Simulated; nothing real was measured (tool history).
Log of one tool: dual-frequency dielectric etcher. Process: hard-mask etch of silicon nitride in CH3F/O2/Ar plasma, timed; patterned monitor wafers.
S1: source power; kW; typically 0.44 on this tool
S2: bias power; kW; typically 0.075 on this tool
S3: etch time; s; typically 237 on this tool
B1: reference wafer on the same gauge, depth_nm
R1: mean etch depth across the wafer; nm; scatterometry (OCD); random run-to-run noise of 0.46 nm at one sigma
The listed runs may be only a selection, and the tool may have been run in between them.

{"run": 1, "day": 0.0, "S1": 0.44, "S2": 0.075, "S3": 237, "B1": 216.2, "R1": 190.9}
{"run": 2, "day": 0.992, "S1": 0.44, "S2": 0.075, "S3": 237, "B1": 216.1, "R1": 191.1}
{"run": 3, "day": 2.479, "S1": 0.44, "S2": 0.075, "S3": 237, "B1": 215.9, "R1": 191.7}
{"run": 4, "day": 4.079, "S1": 0.49, "S2": 0.075, "S3": 237, "B1": 216.1, "R1": 199.5}
{"run": 5, "day": 6.567, "S1": 0.48, "S2": 0.075, "S3": 237, "B1": 216.4, "R1": 198.4}
{"run": 6, "day": 7.296, "S1": 0.48, "S2": 0.075, "S3": 237, "B1": 215.9, "R1": 198.5}
{"run": 7, "day": 8.004, "S1": 0.48, "S2": 0.075, "S3": 237, "B1": 215.7, "R1": 198.6}
{"run": 8, "day": 9.317, "S1": 0.41, "S2": 0.075, "S3": 237, "B1": 215.9, "R1": 188.2}
{"run": 9, "day": 9.938, "S1": 0.44, "S2": 0.075, "S3": 237, "B1": 216.2, "R1": 192.4}
{"run": 10, "day": 11.146, "S1": 0.44, "S2": 0.075, "S3": 237, "B1": 216.2, "R1": 192.9}
{"day": 12.438, "done": "source power generator calibrated"}
{"run": 11, "day": 12.458, "S1": 0.44, "S2": 0.075, "S3": 237, "B1": 215.8, "R1": 193.6}
{"day": 13.775, "done": "upper electrode replaced"}
{"day": 14.45, "done": "wet clean of the chamber"}
{"run": 12, "day": 14.471, "S1": 0.44, "S2": 0.075, "S3": 237, "B1": 216.1, "R1": 188.3}
{"run": 13, "day": 15.4, "S1": 0.55, "S2": 0.075, "S3": 289.5, "B1": 216, "R1": 249.5}
{"run": 14, "day": 16.117, "S1": 0.36, "S2": 0.075, "S3": 237, "B1": 216, "R1": 174.9}
{"run": 15, "day": 17.592, "S1": 0.44, "S2": 0.061, "S3": 237, "B1": 216.1, "R1": 178}
{"run": 16, "day": 18.638, "S1": 0.48, "S2": 0.075, "S3": 237, "B1": 215.8, "R1": 195}
{"run": 17, "day": 19.296, "S1": 0.35, "S2": 0.075, "S3": 237, "B1": 216, "R1": 174.9}
{"run": 18, "day": 19.979, "S1": 0.44, "S2": 0.075, "S3": 237, "B1": 216.3, "R1": 190.2}
{"day": 20.638, "done": "gauge calibrated"}
{"day": 21.067, "done": "bias power generator calibrated"}
{"run": 19, "day": 21.129, "S1": 0.49, "S2": 0.059, "S3": 237, "B1": 216.1, "R1": 185.9}
{"run": 20, "day": 22.425, "S1": 0.54, "S2": 0.062, "S3": 217, "B1": 215.9, "R1": 178}
{"run": 21, "day": 23.712, "S1": 0.34, "S2": 0.075, "S3": 202.5, "B1": 216.2, "R1": 148.8}
{"run": 22, "day": 24.383, "S1": 0.48, "S2": 0.075, "S3": 206.5, "B1": 216.2, "R1": 171.7}
{"run": 23, "day": 26.596, "S1": 0.44, "S2": 0.065, "S3": 237, "B1": 216, "R1": 183.8}
{"run": 24, "day": 27.3, "S1": 0.48, "S2": 0.059, "S3": 284, "B1": 215.9, "R1": 220.5}

3 ways to go on from here, each from the tool as it stands after run 24. What would each give?
{"run": "A", "day": 27.321, "S1": 0.44, "S2": 0.085, "S3": 237, "B1": "?", "R1": "?"}
{"run": "B", "day": 27.321, "S1": 0.4, "S2": 0.062, "S3": 293, "B1": "?", "R1": "?"}
{"run": "C", "day": 27.321, "S1": 0.55, "S2": 0.067, "S3": 191.5, "B1": "?", "R1": "?"}

run=A B1=216 R1=199.9
run=B B1=216 R1=217.3
run=C B1=216 R1=163.2
Without the tool's hidden state the same runs would have given:
run=A R1=196
run=B R1=213.1
run=C R1=160
